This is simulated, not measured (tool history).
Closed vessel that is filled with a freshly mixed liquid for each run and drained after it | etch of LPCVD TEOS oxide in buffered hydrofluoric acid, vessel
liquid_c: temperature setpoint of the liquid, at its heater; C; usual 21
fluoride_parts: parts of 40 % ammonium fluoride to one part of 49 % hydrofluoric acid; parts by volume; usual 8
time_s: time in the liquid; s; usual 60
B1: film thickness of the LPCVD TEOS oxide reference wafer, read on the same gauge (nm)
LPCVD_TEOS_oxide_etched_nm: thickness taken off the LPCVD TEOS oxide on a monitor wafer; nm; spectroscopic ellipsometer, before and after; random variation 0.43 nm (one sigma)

{"run": 1, "hour": 0.0, "liquid_c": 21, "fluoride_parts": 8, "time_s": 60, "B1": 130.03, "LPCVD_TEOS_oxide_etched_nm": 106.58}
{"hour": 13.5, "done": "gauge calibrated"}
{"run": 2, "hour": 21.9, "liquid_c": 21, "fluoride_parts": 8, "time_s": 60, "B1": 130, "LPCVD_TEOS_oxide_etched_nm": 106.69}
{"run": 3, "hour": 57.0, "liquid_c": 21, "fluoride_parts": 8, "time_s": 60, "B1": 130.03, "LPCVD_TEOS_oxide_etched_nm": 106.72}
{"run": 4, "hour": 76.9, "liquid_c": 21, "fluoride_parts": 8, "time_s": 60, "B1": 129.96, "LPCVD_TEOS_oxide_etched_nm": 106.33}
{"run": 5, "hour": 106.0, "liquid_c": 21, "fluoride_parts": 8, "time_s": 60, "B1": 130.03, "LPCVD_TEOS_oxide_etched_nm": 106.3}
{"run": 6, "hour": 131.0, "liquid_c": 21, "fluoride_parts": 8, "time_s": 60, "B1": 130, "LPCVD_TEOS_oxide_etched_nm": 105.82}
{"run": 7, "hour": 148.2, "liquid_c": 21, "fluoride_parts": 8, "time_s": 60, "B1": 130.01, "LPCVD_TEOS_oxide_etched_nm": 106.89}
{"run": 8, "hour": 163.0, "liquid_c": 21, "fluoride_parts": 8, "time_s": 60, "B1": 130.01, "LPCVD_TEOS_oxide_etched_nm": 105.84}
{"run": 9, "hour": 194.4, "liquid_c": 21, "fluoride_parts": 8, "time_s": 60, "B1": 130, "LPCVD_TEOS_oxide_etched_nm": 105.49}
{"run": 10, "hour": 210.1, "liquid_c": 21, "fluoride_parts": 6.5, "time_s": 60, "B1": 129.97, "LPCVD_TEOS_oxide_etched_nm": 132.55}
{"run": 11, "hour": 242.9, "liquid_c": 21, "fluoride_parts": 6.5, "time_s": 60, "B1": 129.98, "LPCVD_TEOS_oxide_etched_nm": 132.52}
{"run": 12, "hour": 275.9, "liquid_c": 21, "fluoride_parts": 8, "time_s": 85, "B1": 130.01, "LPCVD_TEOS_oxide_etched_nm": 149.35}
{"hour": 293.2, "done": "thermometer replaced"}
{"run": 13, "hour": 296.6, "liquid_c": 21, "fluoride_parts": 6.5, "time_s": 70, "B1": 130.04, "LPCVD_TEOS_oxide_etched_nm": 154.07}
{"run": 14, "hour": 322.8, "liquid_c": 17, "fluoride_parts": 7, "time_s": 40, "B1": 129.98, "LPCVD_TEOS_oxide_etched_nm": 65.05}
{"run": 15, "hour": 340.2, "liquid_c": 23, "fluoride_parts": 7, "time_s": 75, "B1": 130, "LPCVD_TEOS_oxide_etched_nm": 168.35}
{"hour": 370.0, "done": "hydrofluoric acid flow meter replaced"}
{"run": 16, "hour": 375.7, "liquid_c": 23, "fluoride_parts": 8, "time_s": 60, "B1": 130.02, "LPCVD_TEOS_oxide_etched_nm": 109.23}
{"hour": 386.2, "done": "gauge calibrated"}
{"run": 17, "hour": 411.6, "liquid_c": 24, "fluoride_parts": 9.5, "time_s": 60, "B1": 130.04, "LPCVD_TEOS_oxide_etched_nm": 99.63}
{"run": 18, "hour": 428.5, "liquid_c": 21, "fluoride_parts": 10, "time_s": 45, "B1": 130.01, "LPCVD_TEOS_oxide_etched_nm": 59.74}
{"run": 19, "hour": 460.9, "liquid_c": 25.5, "fluoride_parts": 6.5, "time_s": 60, "B1": 130.02, "LPCVD_TEOS_oxide_etched_nm": 153.35}
{"run": 20, "hour": 473.5, "liquid_c": 25.5, "fluoride_parts": 10, "time_s": 45, "B1": 130, "LPCVD_TEOS_oxide_etched_nm": 77.18}

Forecast run 21:
{"hour": 493.8, "done": "hydrofluoric acid flow meter replaced, repeated, since the last time left the tool worse"}
{"run": 21, "hour": 497.4, "liquid_c": 21, "fluoride_parts": 9.5, "time_s": 60, "B1": "?", "LPCVD_TEOS_oxide_etched_nm": "?"}

Run 21 gave B1 129.98, LPCVD_TEOS_oxide_etched_nm 96.75 nm.
Without the tool's hidden state the same run would have given LPCVD_TEOS_oxide_etched_nm 97.48 nm.
